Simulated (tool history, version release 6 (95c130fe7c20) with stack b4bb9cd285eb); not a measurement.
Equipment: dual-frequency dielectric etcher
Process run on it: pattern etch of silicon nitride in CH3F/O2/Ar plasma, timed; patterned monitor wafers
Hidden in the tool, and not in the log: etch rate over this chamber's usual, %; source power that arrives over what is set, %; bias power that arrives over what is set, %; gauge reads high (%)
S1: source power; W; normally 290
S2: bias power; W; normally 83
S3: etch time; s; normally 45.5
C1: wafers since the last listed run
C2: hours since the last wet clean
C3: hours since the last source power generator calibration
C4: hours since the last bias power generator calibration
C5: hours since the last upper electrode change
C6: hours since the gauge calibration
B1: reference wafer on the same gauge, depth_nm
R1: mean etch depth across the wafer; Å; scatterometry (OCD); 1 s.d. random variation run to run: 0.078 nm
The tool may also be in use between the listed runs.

run 1 hour=0 | S1=330 S2=75 S3=45.5 | C1=0 C2=63.9 C3=2654.2 C4=1857.6 C5=0.5 C6=495.9 | B1=37.27 | R1=345.1
run 2 hour=17.3 | S1=330 S2=75 S3=45.5 | C1=209 C2=81.2 C3=2671.5 C4=1874.9 C5=17.8 C6=513.2 | B1=37.31 | R1=344.3
-- hour=30 source power generator calibrated
run 3 hour=73 | S1=290 S2=83 S3=41 | C1=626 C2=136.9 C3=43 C4=1930.6 C5=73.5 C6=568.9 | B1=37.28 | R1=299
run 4 hour=98.2 | S1=290 S2=83 S3=45.5 | C1=305 C2=162.1 C3=68.2 C4=1955.8 C5=98.7 C6=594.1 | B1=37.3 | R1=332.9
run 5 hour=110.4 | S1=290 S2=83 S3=42 | C1=147 C2=174.3 C3=80.4 C4=1968 C5=110.9 C6=606.3 | B1=37.32 | R1=307.4
run 6 hour=136.8 | S1=290 S2=83 S3=42 | C1=319 C2=200.7 C3=106.8 C4=1994.4 C5=137.3 C6=632.7 | B1=37.31 | R1=307.2
-- hour=148.8 gauge calibrated
run 7 hour=170.5 | S1=290 S2=83 S3=42 | C1=408 C2=234.4 C3=140.5 C4=2028.1 C5=171 C6=21.7 | B1=37.3 | R1=306.9
run 8 hour=183.7 | S1=290 S2=83 S3=45.5 | C1=159 C2=247.6 C3=153.7 C4=2041.3 C5=184.2 C6=34.9 | B1=37.3 | R1=332.7
run 9 hour=206.3 | S1=290 S2=83 S3=45.5 | C1=273 C2=270.2 C3=176.3 C4=2063.9 C5=206.8 C6=57.5 | B1=37.29 | R1=332.4
run 10 hour=239.1 | S1=290 S2=75 S3=45.5 | C1=397 C2=303 C3=209.1 C4=2096.7 C5=239.6 C6=90.3 | B1=37.3 | R1=322.4
run 11 hour=262 | S1=290 S2=75 S3=45.5 | C1=277 C2=325.9 C3=232 C4=2119.6 C5=262.5 C6=113.2 | B1=37.33 | R1=321.9
run 12 hour=275.8 | S1=290 S2=83 S3=45.5 | C1=167 C2=339.7 C3=245.8 C4=2133.4 C5=276.3 C6=127 | B1=37.33 | R1=332.6
run 13 hour=292.2 | S1=290 S2=73 S3=53.5 | C1=198 C2=356.1 C3=262.2 C4=2149.8 C5=292.7 C6=143.4 | B1=37.31 | R1=376.3
run 14 hour=318.4 | S1=290 S2=83 S3=45.5 | C1=317 C2=382.3 C3=288.4 C4=2176 C5=318.9 C6=169.6 | B1=37.3 | R1=332.6
-- hour=337.5 bias power generator calibrated
run 15 hour=346.8 | S1=340 S2=73 S3=35.5 | C1=295 C2=410.7 C3=316.8 C4=9.3 C5=347.3 C6=198 | B1=37.29 | R1=265.8
run 16 hour=359.6 | S1=340 S2=95 S3=58 | C1=154 C2=423.5 C3=329.6 C4=22.1 C5=360.1 C6=210.8 | B1=37.31 | R1=470.9
run 17 hour=386.9 | S1=290 S2=83 S3=45.5 | C1=330 C2=450.8 C3=356.9 C4=49.4 C5=387.4 C6=238.1 | B1=37.31 | R1=334.1
-- hour=420.8 wet clean of the chamber
run 18 hour=421.3 | S1=350 S2=76 S3=52 | C1=125 C2=0.5 C3=391.3 C4=83.8 C5=421.8 C6=272.5 | B1=37.29 | R1=399.1
run 19 hour=450.1 | S1=310 S2=97 S3=58 | C1=348 C2=29.3 C3=420.1 C4=112.6 C5=450.6 C6=301.3 | B1=37.31 | R1=458.5
run 20 hour=486.1 | S1=290 S2=83 S3=45.5 | C1=435 C2=65.3 C3=456.1 C4=148.6 C5=486.6 C6=337.3 | B1=37.3 | R1=334.3
run 21 hour=549.5 | S1=320 S2=95 S3=41.5 | C1=767 C2=128.7 C3=519.5 C4=212 C5=550 C6=400.7 | B1=37.29 | R1=328.9
run 22 hour=579.3 | S1=260 S2=83 S3=45.5 | C1=360 C2=158.5 C3=549.3 C4=241.8 C5=579.8 C6=430.5 | B1=37.31 | R1=319.1
run 23 hour=605.5 | S1=290 S2=83 S3=45.5 | C1=317 C2=184.7 C3=575.5 C4=268 C5=606 C6=456.7 | B1=37.3 | R1=331.9
run 24 hour=629.8 | S1=290 S2=78 S3=45.5 | C1=294 C2=209 C3=599.8 C4=292.3 C5=630.3 C6=481 | B1=37.3 | R1=327.3
run 25 hour=649.1 | S1=290 S2=65 S3=45.5 | C1=233 C2=228.3 C3=619.1 C4=311.6 C5=649.6 C6=500.3 | B1=37.32 | R1=308.6
run 26 hour=676.4 | S1=290 S2=83 S3=45.5 | C1=330 C2=255.6 C3=646.4 C4=338.9 C5=676.9 C6=527.6 | B1=37.28 | R1=333.3
run 27 hour=700.2 | S1=270 S2=93 S3=56 | C1=288 C2=279.4 C3=670.2 C4=362.7 C5=700.7 C6=551.4 | B1=37.3 | R1=413
run 28 hour=720 | S1=330 S2=83 S3=45.5 | C1=239 C2=299.2 C3=690 C4=382.5 C5=720.5 C6=571.2 | B1=37.29 | R1=349.9
run 29 hour=752.7 | S1=290 S2=99 S3=35.5 | C1=395 C2=331.9 C3=722.7 C4=415.2 C5=753.2 C6=603.9 | B1=37.3 | R1=276.4
run 30 hour=765.7 | S1=250 S2=91 S3=38.5 | C1=157 C2=344.9 C3=735.7 C4=428.2 C5=766.2 C6=616.9 | B1=37.28 | R1=274.4
run 31 hour=779.4 | S1=290 S2=83 S3=45.5 | C1=165 C2=358.6 C3=749.4 C4=441.9 C5=779.9 C6=630.6 | B1=37.28 | R1=334.9

Selected run-to-run steps in R1, each split into two signed amounts: the part the tool would show with no hidden state at all (from settings, incoming material and random variation), and the remainder, which goes to the hidden state together with any gauge scatter not common to the measured and the hidden-state-free results:
Run 2 -> 3: S1 330 -> 290, S2 75 -> 83, S3 45.5 -> 41, source power generator calibrated. R1 -45.3 Å: hidden state -5.3, all else -40.
Run 15 -> 16: S2 73 -> 95, S3 35.5 -> 58. R1 +205.1 Å: hidden state +0.6, all else +204.5.
Run 16 -> 17: S1 340 -> 290, S2 95 -> 83, S3 58 -> 45.5. R1 -136.8 Å: hidden state -0.4, all else -136.4.
Run 19 -> 20: S1 310 -> 290, S2 97 -> 83, S3 58 -> 45.5. R1 -124.2 Å: hidden state -0.4, all else -123.8.

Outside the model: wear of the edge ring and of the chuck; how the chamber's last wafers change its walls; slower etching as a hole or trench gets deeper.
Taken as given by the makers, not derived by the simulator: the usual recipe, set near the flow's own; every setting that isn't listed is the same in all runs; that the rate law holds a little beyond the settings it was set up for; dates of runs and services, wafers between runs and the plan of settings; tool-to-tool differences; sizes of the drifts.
